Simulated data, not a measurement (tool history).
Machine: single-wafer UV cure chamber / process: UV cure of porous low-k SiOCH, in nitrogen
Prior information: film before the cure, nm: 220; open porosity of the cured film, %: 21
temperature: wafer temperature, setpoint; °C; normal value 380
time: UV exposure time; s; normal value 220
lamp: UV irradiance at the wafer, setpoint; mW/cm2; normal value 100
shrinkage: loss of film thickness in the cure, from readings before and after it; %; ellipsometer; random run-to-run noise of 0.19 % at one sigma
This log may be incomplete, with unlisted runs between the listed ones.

run   hour  temperature  time  lamp  wafers since the last listed run  hours since the UV bulbs were replaced  wafers since the quartz window was cleaned  shrinkage
  1    0.0          380   220   100                                 0                                  1787.8                                         923     10.934
  2   31.2          380   220   100                               303                                  1819.0                                        1227     10.828
  3   49.3          380   120   125                               176                                  1837.1                                        1403      8.939
  4   74.6          380   220   125                               246                                  1862.4                                        1649     11.987
  5  107.4          380   220   125                               319                                  1895.2                                        1968     11.055
  6  121.5          380   220   100                               137                                  1909.3                                        2105     10.143
  7  155.4          380   220   100                               329                                  1943.2                                        2435     10.504
  8  190.8          380   220   100                               344                                  1978.6                                        2780     10.233
     223.8  -- quartz window cleaned
  9  224.3          369   290   100                               248                                  2012.1                                           5     12.570
 10  244.6          380   220   100                               197                                  2032.4                                         202     11.042
 11  257.6          380   220   100                               126                                  2045.4                                         328     11.103
 12  283.7          380   220   100                               253                                  2071.5                                         582     10.954
 13  305.5          373   280   100                               212                                  2093.3                                         794     11.657
 14  340.3          380   220   100                               338                                  2128.1                                        1133     10.422
 15  366.2          380   220   100                               251                                  2154.0                                        1385     10.493
 16  384.6          380   220   100                               179                                  2172.4                                        1564     10.613
 17  399.9          380   220   100                               148                                  2187.7                                        1713     10.766
     424.8  -- UV bulbs replaced
 18  425.3          380   220   100                               169                                     0.5                                        1882     10.829
 19  436.3          380   220   100                               107                                    11.5                                        1989     10.842
 20  452.0          380   220   100                               152                                    27.2                                        2142     10.404
 21  477.5          391   330   136                               248                                    52.7                                        2390     13.845
 22  503.4          380   220   100                               251                                    78.6                                        2642     10.331
 23  538.6          363   320    70                               342                                   113.8                                        2984     10.027
 24  558.9          380   220   116                               197                                   134.1                                        3182     10.933
 25  580.4          380   220   100                               209                                   155.6                                        3391     10.094
 26  599.1          389   320   132                               181                                   174.3                                        3573     13.599
     621.3  -- quartz window cleaned
 27  621.9          380   145   112                               143                                   197.1                                           5     10.000
 28  646.9          366   220   100                               243                                   222.1                                         248     11.090
 29  659.9          362   180   111                               126                                   235.1                                         375     10.426
 30  747.5          396   220   100                               852                                   322.7                                        1227     10.903
 31  764.5          380   220   100                               165                                   339.7                                        1392     10.246
 32  795.4          369   220   100                               300                                   370.6                                        1693     10.173
 33  813.2          374   220    69                               173                                   388.4                                        1866      8.983
 34  849.1          389   320   132                               349                                   424.3                                        2215     13.658
 35  863.3          361   275    71                               138                                   438.5                                        2353      9.381
 36  886.0          365   220    90                               220                                   461.2                                        2574      9.662
 37  920.8          380   220   100                               338                                   496.0                                        2913     10.200

Exercise: give the hidden state of the tool at every run:
lamp output below its setpoint, %: 0 on each run
H1: transmission lost against a clean window, %
run     H1
  1   11.7
  2   13.9
  3   14.9
  4   16.1
  5   17.3
  6   17.8
  7   18.6
  8   19.3
  9  0.106
 10   3.33
 11   5.13
 12   8.21
 13   10.3
 14     13
 15   14.5
 16   15.5
 17   16.1
 18   17.1
 19   17.4
 20   17.8
 21   18.5
 22     19
 23   19.5
 24   19.7
 25   19.9
 26   20.1
 27  0.245
 28   4.14
 29   5.87
 30   13.7
 31   14.7
 32   16.2
 33   16.9
 34     18
 35   18.3
 36   18.8
 37   19.4
